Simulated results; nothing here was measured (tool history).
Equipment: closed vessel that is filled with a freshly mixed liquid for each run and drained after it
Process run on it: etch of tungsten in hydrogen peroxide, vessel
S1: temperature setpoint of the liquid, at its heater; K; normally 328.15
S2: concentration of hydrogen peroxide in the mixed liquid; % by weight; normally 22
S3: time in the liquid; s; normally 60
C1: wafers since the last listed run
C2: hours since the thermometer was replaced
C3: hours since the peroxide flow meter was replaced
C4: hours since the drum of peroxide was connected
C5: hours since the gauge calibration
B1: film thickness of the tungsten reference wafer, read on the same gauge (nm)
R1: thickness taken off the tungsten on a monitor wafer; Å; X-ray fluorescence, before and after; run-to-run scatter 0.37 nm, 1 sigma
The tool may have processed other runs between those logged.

Run 1, hour 0: usual settings; C1 0; C2 1631.1; C3 319.1; C4 1108.2; C5 57.6; B1 49.9. Result: R1 1301.5 Å.
Run 2, hour 21.6: usual settings; C1 2224; C2 1652.7; C3 340.7; C4 1129.8; C5 79.2; B1 49.97. Result: R1 1304.1 Å.
Run 3, hour 44.4: usual settings but S3 65 s; C1 2348; C2 1675.5; C3 363.5; C4 1152.6; C5 102; B1 49.98. Result: R1 1404.3 Å.
Run 4, hour 72.9: usual settings; C1 2935; C2 1704; C3 392; C4 1181.1; C5 130.5; B1 49.99. Result: R1 1304.6 Å.
Run 5, hour 104.2: usual settings; C1 3223; C2 1735.3; C3 423.3; C4 1212.4; C5 161.8; B1 50.07. Result: R1 1300.2 Å.
Run 6, hour 132.7: usual settings; C1 2935; C2 1763.8; C3 451.8; C4 1240.9; C5 190.3; B1 50.15. Result: R1 1308.7 Å.
Run 7, hour 153.8: usual settings; C1 2173; C2 1784.9; C3 472.9; C4 1262; C5 211.4; B1 50.21. Result: R1 1300.1 Å.
At hour 167.4: gauge calibrated.
At hour 167.7: thermometer replaced.
Run 8, hour 170.8: usual settings; C1 1647; C2 3.1; C3 489.9; C4 1279; C5 3.4; B1 49.99. Result: R1 1299.3 Å.
At hour 190.6: new drum of peroxide connected.
Run 9, hour 193.8: usual settings; C1 2265; C2 26.1; C3 512.9; C4 3.2; C5 26.4; B1 50.01. Result: R1 1300.9 Å.
Run 10, hour 208.2: usual settings but S1 330.65 K; C1 1483; C2 40.5; C3 527.3; C4 17.6; C5 40.8; B1 50.06. Result: R1 1502.8 Å.
At hour 233.8: peroxide flow meter replaced.
Run 11, hour 240.2: usual settings; C1 3192; C2 72.5; C3 6.4; C4 49.6; C5 72.8; B1 50.08. Result: R1 1295.2 Å.
Run 12, hour 255.7: usual settings but S1 338.15 K, S2 19 % by weight, S3 80 s; C1 1596; C2 88; C3 21.9; C4 65.1; C5 88.3; B1 50.11. Result: R1 2863.4 Å.
Run 13, hour 269.3: usual settings but S1 336.65 K, S2 16 % by weight, S3 85 s; C1 1400; C2 101.6; C3 35.5; C4 78.7; C5 101.9; B1 50.11. Result: R1 2571.8 Å.
Run 14, hour 292.5: usual settings but S1 319.65 K, S2 24 % by weight, S3 70 s; C1 2389; C2 124.8; C3 58.7; C4 101.9; C5 125.1; B1 50.16. Result: R1 944.3 Å.
Run 15, hour 324.7: usual settings but S1 324.15 K; C1 3316; C2 157; C3 90.9; C4 134.1; C5 157.3; B1 50.24. Result: R1 1024.8 Å.
Run 16, hour 357.7: usual settings but S1 338.15 K, S2 24.5 % by weight, S3 40 s; C1 3398; C2 190; C3 123.9; C4 167.1; C5 190.3; B1 50.36. Result: R1 1635.4 Å.
Run 17, hour 371.3: usual settings but S1 325.15 K, S2 24 % by weight; C1 1400; C2 203.6; C3 137.5; C4 180.7; C5 203.9; B1 50.37. Result: R1 1142.3 Å.
At hour 394.6: gauge calibrated.
Run 18, hour 407.2: usual settings but S2 24 % by weight, S3 90 s; C1 3697; C2 239.5; C3 173.4; C4 216.6; C5 12.6; B1 50.03. Result: R1 2041.9 Å.
Run 19, hour 427.3: usual settings but S1 331.65 K, S2 17 % by weight, S3 85 s; C1 2070; C2 259.6; C3 193.5; C4 236.7; C5 32.7; B1 50.01. Result: R1 1995.4 Å.
Run 20, hour 443.2: usual settings; C1 1637; C2 275.5; C3 209.4; C4 252.6; C5 48.6; B1 50.03. Result: R1 1298.4 Å.

Below are 5 alternative next runs, each starting from the tool's condition after run 20. Predict each:
Run A, hour 443.9: usual settings but S2 18 % by weight; C1 72; C2 276.2; C3 210.1; C4 253.3; C5 49.3; B1 ?. Result: R1 ?.
Run B, hour 443.9: usual settings but S3 85 s; C1 72; C2 276.2; C3 210.1; C4 253.3; C5 49.3; B1 ?. Result: R1 ?.
Run C, hour 443.9: usual settings but S1 321.15 K, S2 19.5 % by weight, S3 40 s; C1 72; C2 276.2; C3 210.1; C4 253.3; C5 49.3; B1 ?. Result: R1 ?.
Run D, hour 443.9: usual settings but S1 338.15 K, S2 25.5 % by weight, S3 95 s; C1 72; C2 276.2; C3 210.1; C4 253.3; C5 49.3; B1 ?. Result: R1 ?.
Run E, hour 443.9: usual settings but S2 24.5 % by weight, S3 30 s; C1 72; C2 276.2; C3 210.1; C4 253.3; C5 49.3; B1 ?. Result: R1 ?.

run     B1      R1
  A  50.06  1180.6
  B  50.06    1849
  C  50.06   536.1
  D  50.06  3954.7
  E  50.06   688.7
Take away the tool's hidden state, keep each run's random variation, and the runs would have read:
run      R1
  A  1179.6
  B  1847.4
  C   535.7
  D  3951.2
  E   688.1

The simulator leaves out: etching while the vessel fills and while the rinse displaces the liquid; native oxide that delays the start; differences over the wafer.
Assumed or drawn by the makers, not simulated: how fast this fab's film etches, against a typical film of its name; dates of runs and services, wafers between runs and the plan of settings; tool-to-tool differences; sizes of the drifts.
